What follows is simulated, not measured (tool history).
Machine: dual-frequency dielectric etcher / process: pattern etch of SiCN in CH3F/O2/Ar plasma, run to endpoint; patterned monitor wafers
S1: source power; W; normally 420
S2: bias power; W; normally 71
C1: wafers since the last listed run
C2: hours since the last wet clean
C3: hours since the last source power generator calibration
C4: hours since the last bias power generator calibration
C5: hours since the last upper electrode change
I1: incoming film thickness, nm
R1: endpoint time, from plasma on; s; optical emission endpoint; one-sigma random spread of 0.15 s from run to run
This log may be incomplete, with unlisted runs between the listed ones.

Run 1, hour 0.0: usual settings; C1 0; C2 81.9; C3 4080.8; C4 4062.3; C5 4300.5; I1 12.86. Result: R1 34.5 s.
Run 2, hour 21.2: usual settings; C1 237; C2 103.1; C3 4102.0; C4 4083.5; C5 4321.7; I1 12.93. Result: R1 34.5 s.
Run 3, hour 46.6: usual settings but S1 480 W, S2 61 W; C1 284; C2 128.5; C3 4127.4; C4 4108.9; C5 4347.1; I1 12.86. Result: R1 34.0 s.
Run 4, hour 69.6: usual settings but S1 480 W, S2 61 W; C1 258; C2 151.5; C3 4150.4; C4 4131.9; C5 4370.1; I1 12.99. Result: R1 34.2 s.
Run 5, hour 173.0: usual settings but S2 57 W; C1 1160; C2 254.9; C3 4253.8; C4 4235.3; C5 4473.5; I1 13.04. Result: R1 36.5 s.
Run 6, hour 200.7: usual settings but S2 57 W; C1 310; C2 282.6; C3 4281.5; C4 4263.0; C5 4501.2; I1 13.06. Result: R1 36.4 s.
At hour 215.7: bias power generator calibrated.
Run 7, hour 236.4: usual settings; C1 355; C2 318.3; C3 4317.2; C4 20.7; C5 4536.9; I1 12.92. Result: R1 33.9 s.
Run 8, hour 266.3: usual settings; C1 335; C2 348.2; C3 4347.1; C4 50.6; C5 4566.8; I1 12.93. Result: R1 33.5 s.
At hour 310.6: wet clean of the chamber.
Run 9, hour 311.1: usual settings; C1 233; C2 0.5; C3 4391.9; C4 95.4; C5 4611.6; I1 13.14. Result: R1 35.5 s.
Run 10, hour 311.4: usual settings; C1 3; C2 0.8; C3 4392.2; C4 95.7; C5 4611.9; I1 12.91. Result: R1 34.8 s.
Run 11, hour 339.9: usual settings but S1 340 W; C1 319; C2 29.3; C3 4420.7; C4 124.2; C5 4640.4; I1 13.01. Result: R1 37.8 s.
Run 12, hour 371.0: usual settings but S1 340 W; C1 348; C2 60.4; C3 4451.8; C4 155.3; C5 4671.5; I1 12.91. Result: R1 37.5 s.
At hour 407.7: upper electrode replaced.
Run 13, hour 408.2: usual settings; C1 148; C2 97.6; C3 4489.0; C4 192.5; C5 0.5; I1 12.94. Result: R1 34.4 s.
At hour 419.5: source power generator calibrated.
Run 14, hour 432.9: usual settings; C1 232; C2 122.3; C3 13.4; C4 217.2; C5 25.2; I1 12.98. Result: R1 34.6 s.
Run 15, hour 447.2: usual settings but S1 360 W, S2 75 W; C1 160; C2 136.6; C3 27.7; C4 231.5; C5 39.5; I1 13.00. Result: R1 35.8 s.
Run 16, hour 476.4: usual settings but S2 65 W; C1 327; C2 165.8; C3 56.9; C4 260.7; C5 68.7; I1 12.96. Result: R1 35.2 s.
Run 17, hour 497.4: usual settings but S2 55 W; C1 235; C2 186.8; C3 77.9; C4 281.7; C5 89.7; I1 12.97. Result: R1 36.5 s.
Run 18, hour 514.8: usual settings but S1 460 W, S2 57 W; C1 195; C2 204.2; C3 95.3; C4 299.1; C5 107.1; I1 12.96. Result: R1 35.0 s.
Run 19, hour 545.3: usual settings but S2 79 W; C1 342; C2 234.7; C3 125.8; C4 329.6; C5 137.6; I1 12.95. Result: R1 32.6 s.
Run 20, hour 578.4: usual settings but S1 370 W; C1 371; C2 267.8; C3 158.9; C4 362.7; C5 170.7; I1 13.00. Result: R1 35.5 s.
Run 21, hour 597.5: usual settings; C1 214; C2 286.9; C3 178.0; C4 381.8; C5 189.8; I1 13.00. Result: R1 33.8 s.
Run 22, hour 624.9: usual settings but S1 490 W, S2 80 W; C1 307; C2 314.3; C3 205.4; C4 409.2; C5 217.2; I1 13.06. Result: R1 31.0 s.
Run 23, hour 638.7: usual settings but S2 53 W; C1 154; C2 328.1; C3 219.2; C4 423.0; C5 231.0; I1 13.03. Result: R1 36.6 s.
Run 24, hour 668.5: usual settings but S1 500 W, S2 63 W; C1 334; C2 357.9; C3 249.0; C4 452.8; C5 260.8; I1 13.03. Result: R1 32.5 s.
Run 25, hour 687.1: usual settings but S1 450 W, S2 63 W; C1 208; C2 376.5; C3 267.6; C4 471.4; C5 279.4; I1 13.00. Result: R1 33.7 s.
Run 26, hour 712.8: usual settings but S1 380 W; C1 288; C2 402.2; C3 293.3; C4 497.1; C5 305.1; I1 13.08. Result: R1 34.6 s.
Run 27, hour 737.1: usual settings; C1 272; C2 426.5; C3 317.6; C4 521.4; C5 329.4; I1 12.99. Result: R1 33.4 s.
At hour 775.7: wet clean of the chamber.
Run 28, hour 776.2: usual settings; C1 169; C2 0.5; C3 356.7; C4 560.5; C5 368.5; I1 13.04. Result: R1 35.3 s.
Run 29, hour 777.3: usual settings but S1 470 W, S2 77 W; C1 12; C2 1.6; C3 357.8; C4 561.6; C5 369.6; I1 13.06. Result: R1 33.1 s.
Run 30, hour 796.2: usual settings but S1 490 W, S2 85 W; C1 212; C2 20.5; C3 376.7; C4 580.5; C5 388.5; I1 13.11. Result: R1 31.8 s.
Run 31, hour 828.2: usual settings but S1 490 W, S2 65 W; C1 359; C2 52.5; C3 408.7; C4 612.5; C5 420.5; I1 12.97. Result: R1 34.0 s.
Run 32, hour 856.0: usual settings but S1 470 W, S2 77 W; C1 311; C2 80.3; C3 436.5; C4 640.3; C5 448.3; I1 13.05. Result: R1 33.0 s.
Run 33, hour 878.3: usual settings; C1 250; C2 102.6; C3 458.8; C4 662.6; C5 470.6; I1 13.05. Result: R1 34.7 s.
Run 34, hour 910.8: usual settings; C1 364; C2 135.1; C3 491.3; C4 695.1; C5 503.1; I1 12.98. Result: R1 34.7 s.
Run 35, hour 939.6: usual settings; C1 323; C2 163.9; C3 520.1; C4 723.9; C5 531.9; I1 13.17. Result: R1 34.8 s.
Run 36, hour 955.9: usual settings; C1 182; C2 180.2; C3 536.4; C4 740.2; C5 548.2; I1 13.07. Result: R1 34.6 s.

What if the next run were any one of these 3? Each begins from the tool's condition after run 36:
Run A, hour 956.3: usual settings; C1 4; C2 180.6; C3 536.8; C4 740.6; C5 548.6; I1 12.90. Result: R1 ?.
Run B, hour 956.3: usual settings but S1 480 W, S2 58 W; C1 4; C2 180.6; C3 536.8; C4 740.6; C5 548.6; I1 12.90. Result: R1 ?.
Run C, hour 956.3: usual settings but S1 390 W, S2 88 W; C1 4; C2 180.6; C3 536.8; C4 740.6; C5 548.6; I1 12.90. Result: R1 ?.

run    R1
  A  34.3
  B  34.5
  C  33.1
Had the tool no hidden state, the same runs would have come out as:
run    R1
  A  35.1
  B  35.4
  C  33.9
